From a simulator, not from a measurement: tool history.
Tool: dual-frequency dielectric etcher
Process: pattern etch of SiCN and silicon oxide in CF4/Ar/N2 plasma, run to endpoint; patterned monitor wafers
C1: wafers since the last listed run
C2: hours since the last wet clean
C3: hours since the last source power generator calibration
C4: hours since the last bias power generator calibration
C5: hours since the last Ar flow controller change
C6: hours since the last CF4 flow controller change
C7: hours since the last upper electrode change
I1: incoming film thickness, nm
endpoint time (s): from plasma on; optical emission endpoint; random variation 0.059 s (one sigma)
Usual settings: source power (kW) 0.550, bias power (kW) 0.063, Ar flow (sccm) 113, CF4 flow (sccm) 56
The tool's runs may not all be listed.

run 1 hour=0.0 | source_power_(kW)=0.450 bias_power_(kW)=0.063 Ar_flow_(sccm)=113 CF4_flow_(sccm)=56 | C1=0 C2=487.4 C3=4634.9 C4=1824.1 C5=3246.5 C6=1523.1 C7=4552.8 | I1=14.16 | endpoint_time_(s)=20.5
run 2 hour=6.4 | source_power_(kW)=0.450 bias_power_(kW)=0.063 Ar_flow_(sccm)=113 CF4_flow_(sccm)=56 | C1=99 C2=493.8 C3=4641.3 C4=1830.5 C5=3252.9 C6=1529.5 C7=4559.2 | I1=14.10 | endpoint_time_(s)=20.3
run 3 hour=18.8 | source_power_(kW)=0.450 bias_power_(kW)=0.063 Ar_flow_(sccm)=113 CF4_flow_(sccm)=56 | C1=192 C2=506.2 C3=4653.7 C4=1842.9 C5=3265.3 C6=1541.9 C7=4571.6 | I1=13.90 | endpoint_time_(s)=20.1
run 4 hour=29.6 | source_power_(kW)=0.550 bias_power_(kW)=0.055 Ar_flow_(sccm)=113 CF4_flow_(sccm)=56 | C1=167 C2=517.0 C3=4664.5 C4=1853.7 C5=3276.1 C6=1552.7 C7=4582.4 | I1=14.03 | endpoint_time_(s)=17.0
-- hour=60.9 wet clean of the chamber
-- hour=64.3 source power generator calibrated
-- hour=66.1 upper electrode replaced
run 5 hour=66.6 | source_power_(kW)=0.550 bias_power_(kW)=0.063 Ar_flow_(sccm)=113 CF4_flow_(sccm)=56 | C1=120 C2=5.7 C3=2.3 C4=1890.7 C5=3313.1 C6=1589.7 C7=0.5 | I1=13.87 | endpoint_time_(s)=15.0
run 6 hour=67.0 | source_power_(kW)=0.550 bias_power_(kW)=0.063 Ar_flow_(sccm)=113 CF4_flow_(sccm)=56 | C1=6 C2=6.1 C3=2.7 C4=1891.1 C5=3313.5 C6=1590.1 C7=0.9 | I1=13.98 | endpoint_time_(s)=15.2
run 7 hour=67.3 | source_power_(kW)=0.550 bias_power_(kW)=0.063 Ar_flow_(sccm)=113 CF4_flow_(sccm)=46 | C1=4 C2=6.4 C3=3.0 C4=1891.4 C5=3313.8 C6=1590.4 C7=1.2 | I1=13.94 | endpoint_time_(s)=15.6
run 8 hour=74.4 | source_power_(kW)=0.550 bias_power_(kW)=0.063 Ar_flow_(sccm)=113 CF4_flow_(sccm)=46 | C1=110 C2=13.5 C3=10.1 C4=1898.5 C5=3320.9 C6=1597.5 C7=8.3 | I1=14.09 | endpoint_time_(s)=15.7
-- hour=80.6 Ar flow controller replaced
run 9 hour=91.8 | source_power_(kW)=0.660 bias_power_(kW)=0.071 Ar_flow_(sccm)=121 CF4_flow_(sccm)=56 | C1=176 C2=30.9 C3=27.5 C4=1915.9 C5=11.2 C6=1614.9 C7=25.7 | I1=13.88 | endpoint_time_(s)=11.9
run 10 hour=99.8 | source_power_(kW)=0.550 bias_power_(kW)=0.063 Ar_flow_(sccm)=113 CF4_flow_(sccm)=56 | C1=123 C2=38.9 C3=35.5 C4=1923.9 C5=19.2 C6=1622.9 C7=33.7 | I1=13.88 | endpoint_time_(s)=15.2
run 11 hour=105.8 | source_power_(kW)=0.610 bias_power_(kW)=0.074 Ar_flow_(sccm)=113 CF4_flow_(sccm)=67 | C1=92 C2=44.9 C3=41.5 C4=1929.9 C5=25.2 C6=1628.9 C7=39.7 | I1=14.08 | endpoint_time_(s)=12.6
run 12 hour=118.5 | source_power_(kW)=0.680 bias_power_(kW)=0.075 Ar_flow_(sccm)=87 CF4_flow_(sccm)=67 | C1=196 C2=57.6 C3=54.2 C4=1942.6 C5=37.9 C6=1641.6 C7=52.4 | I1=14.06 | endpoint_time_(s)=10.7
-- hour=130.1 bias power generator calibrated
run 13 hour=130.6 | source_power_(kW)=0.550 bias_power_(kW)=0.063 Ar_flow_(sccm)=102 CF4_flow_(sccm)=56 | C1=125 C2=69.7 C3=66.3 C4=0.5 C5=50.0 C6=1653.7 C7=64.5 | I1=13.83 | endpoint_time_(s)=15.0
-- hour=141.9 CF4 flow controller replaced
run 14 hour=142.4 | source_power_(kW)=0.550 bias_power_(kW)=0.063 Ar_flow_(sccm)=113 CF4_flow_(sccm)=56 | C1=89 C2=81.5 C3=78.1 C4=12.3 C5=61.8 C6=0.5 C7=76.3 | I1=14.11 | endpoint_time_(s)=15.4
run 15 hour=191.2 | source_power_(kW)=0.480 bias_power_(kW)=0.063 Ar_flow_(sccm)=113 CF4_flow_(sccm)=65 | C1=756 C2=130.3 C3=126.9 C4=61.1 C5=110.6 C6=49.3 C7=125.1 | I1=14.04 | endpoint_time_(s)=17.7
run 16 hour=202.9 | source_power_(kW)=0.590 bias_power_(kW)=0.063 Ar_flow_(sccm)=113 CF4_flow_(sccm)=56 | C1=181 C2=142.0 C3=138.6 C4=72.8 C5=122.3 C6=61.0 C7=136.8 | I1=14.08 | endpoint_time_(s)=14.4

4 ways to go on from here, each from the tool as it stands after run 16. What would each give?
run A hour=203.3 | source_power_(kW)=0.550 bias_power_(kW)=0.063 Ar_flow_(sccm)=113 CF4_flow_(sccm)=44 | C1=6 C2=142.4 C3=139.0 C4=73.2 C5=122.7 C6=61.4 C7=137.2 | I1=13.95 | endpoint_time_(s)=?
run B hour=203.3 | source_power_(kW)=0.550 bias_power_(kW)=0.047 Ar_flow_(sccm)=128 CF4_flow_(sccm)=56 | C1=6 C2=142.4 C3=139.0 C4=73.2 C5=122.7 C6=61.4 C7=137.2 | I1=13.95 | endpoint_time_(s)=?
run C hour=203.3 | source_power_(kW)=0.650 bias_power_(kW)=0.051 Ar_flow_(sccm)=91 CF4_flow_(sccm)=66 | C1=6 C2=142.4 C3=139.0 C4=73.2 C5=122.7 C6=61.4 C7=137.2 | I1=13.95 | endpoint_time_(s)=?
run D hour=203.3 | source_power_(kW)=0.500 bias_power_(kW)=0.052 Ar_flow_(sccm)=132 CF4_flow_(sccm)=46 | C1=6 C2=142.4 C3=139.0 C4=73.2 C5=122.7 C6=61.4 C7=137.2 | I1=13.95 | endpoint_time_(s)=?

run=A endpoint_time_(s)=16.0
run=B endpoint_time_(s)=17.6
run=C endpoint_time_(s)=13.2
run=D endpoint_time_(s)=19.6
Without the tool's hidden state the same runs would have given:
run=A endpoint_time_(s)=15.7
run=B endpoint_time_(s)=17.4
run=C endpoint_time_(s)=13.0
run=D endpoint_time_(s)=19.3
